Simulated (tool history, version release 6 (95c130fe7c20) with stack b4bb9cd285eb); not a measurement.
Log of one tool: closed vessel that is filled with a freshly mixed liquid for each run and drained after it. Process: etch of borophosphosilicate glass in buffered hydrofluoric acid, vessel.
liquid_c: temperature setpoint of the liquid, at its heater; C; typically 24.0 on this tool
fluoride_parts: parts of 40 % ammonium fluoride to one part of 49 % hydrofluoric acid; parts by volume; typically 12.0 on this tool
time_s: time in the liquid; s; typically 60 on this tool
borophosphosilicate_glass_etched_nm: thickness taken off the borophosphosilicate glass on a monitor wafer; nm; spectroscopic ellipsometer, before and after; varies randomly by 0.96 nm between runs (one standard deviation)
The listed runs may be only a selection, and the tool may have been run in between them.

run    hour  liquid_c  fluoride_parts  time_s  wafers since the last listed run  hours since the thermometer was replaced  hours since the hydrofluoric acid flow meter was replaced  hours since the gauge calibration  read-back film thickness of the borophosphosilicate glass reference wafer, read on the same gauge (nm)  borophosphosilicate_glass_etched_nm
  1     0.0      24.0            12.0      60                                 0                                     158.3                                                     1413.1                             1504.4                                                                                                   63.00                               134.78
  2    27.9      20.0            12.0      60                              3554                                     186.2                                                     1441.0                             1532.3                                                                                                   63.10                               108.55
  3    96.2      20.0            12.0      60                              8701                                     254.5                                                     1509.3                             1600.6                                                                                                   63.20                               109.19
  4   161.2      24.0            12.0      60                              8280                                     319.5                                                     1574.3                             1665.6                                                                                                   63.37                               136.32
  5   212.5      24.0            12.0      60                              6535                                     370.8                                                     1625.6                             1716.9                                                                                                   63.48                               135.95
  6   240.1      24.0            12.0      60                              3516                                     398.4                                                     1653.2                             1744.5                                                                                                   63.56                               134.67
  7   308.4      24.0            11.0      60                              8701                                     466.7                                                     1721.5                             1812.8                                                                                                   63.71                               149.66
  8   349.4      24.0            12.0      50                              5223                                     507.7                                                     1762.5                             1853.8                                                                                                   63.79                               114.28
  9   386.9      24.0            11.0      60                              4777                                     545.2                                                     1800.0                             1891.3                                                                                                   63.93                               149.49
 10   443.8      21.0            12.0      30                              7249                                     602.1                                                     1856.9                             1948.2                                                                                                   63.99                                58.03
 11   509.3      25.5             7.5      85                              8344                                     667.6                                                     1922.4                             2013.7                                                                                                   64.21                               327.82
 12   535.7      20.0            16.0      60                              3363                                     694.0                                                     1948.8                             2040.1                                                                                                   64.21                                83.49
 13   572.0      19.5            14.5      50                              4624                                     730.3                                                     1985.1                             2076.4                                                                                                   64.29                                74.80
 14   644.0      24.0             8.0      85                              9172                                     802.3                                                     2057.1                             2148.4                                                                                                   64.47                               286.61
      672.8  -- thermometer replaced
 15   696.2      24.0            12.0      60                              6522                                      23.4                                                     2109.3                             2200.6                                                                                                   64.60                               136.93
 16   736.1      25.5             9.0      35                              5083                                      63.3                                                     2149.2                             2240.5                                                                                                   64.63                               112.24
      781.8  -- hydrofluoric acid flow meter replaced
 17   790.3      24.0            12.0      60                              6777                                     117.5                                                        8.5                             2294.7                                                                                                   64.79                               139.51
 18   844.1      27.0            15.0      60                              6854                                     171.3                                                       62.3                             2348.5                                                                                                   64.92                               130.37
 19   905.9      24.0            12.0      60                              7873                                     233.1                                                      124.1                             2410.3                                                                                                   65.06                               138.93
 20   971.3      21.5            15.5      60                              8331                                     298.5                                                      189.5                             2475.7                                                                                                   65.19                                94.82
     1020.6  -- gauge calibrated
 21  1042.8      20.0            15.0      95                              9109                                     370.0                                                      261.0                               22.2                                                                                                   60.27                               132.68
 22  1104.9      21.5            12.0      75                              7911                                     432.1                                                      323.1                               84.3                                                                                                   60.37                               140.80
 23  1168.2      24.0            12.0      60                              8064                                     495.4                                                      386.4                              147.6                                                                                                   60.53                               129.31

Run 24, settings as shown, results not yet in. Your forecast:
 24  1194.4      25.5            15.0      60                              3337                                     521.6                                                      412.6                              173.8                                                                                                       ?                                    ?

read-back film thickness of the borophosphosilicate glass reference wafer, read on the same gauge (nm): 60.62
borophosphosilicate_glass_etched_nm: 113.73 nm
Had the tool carried no hidden state, the very same run would have given borophosphosilicate_glass_etched_nm 112.63 nm.

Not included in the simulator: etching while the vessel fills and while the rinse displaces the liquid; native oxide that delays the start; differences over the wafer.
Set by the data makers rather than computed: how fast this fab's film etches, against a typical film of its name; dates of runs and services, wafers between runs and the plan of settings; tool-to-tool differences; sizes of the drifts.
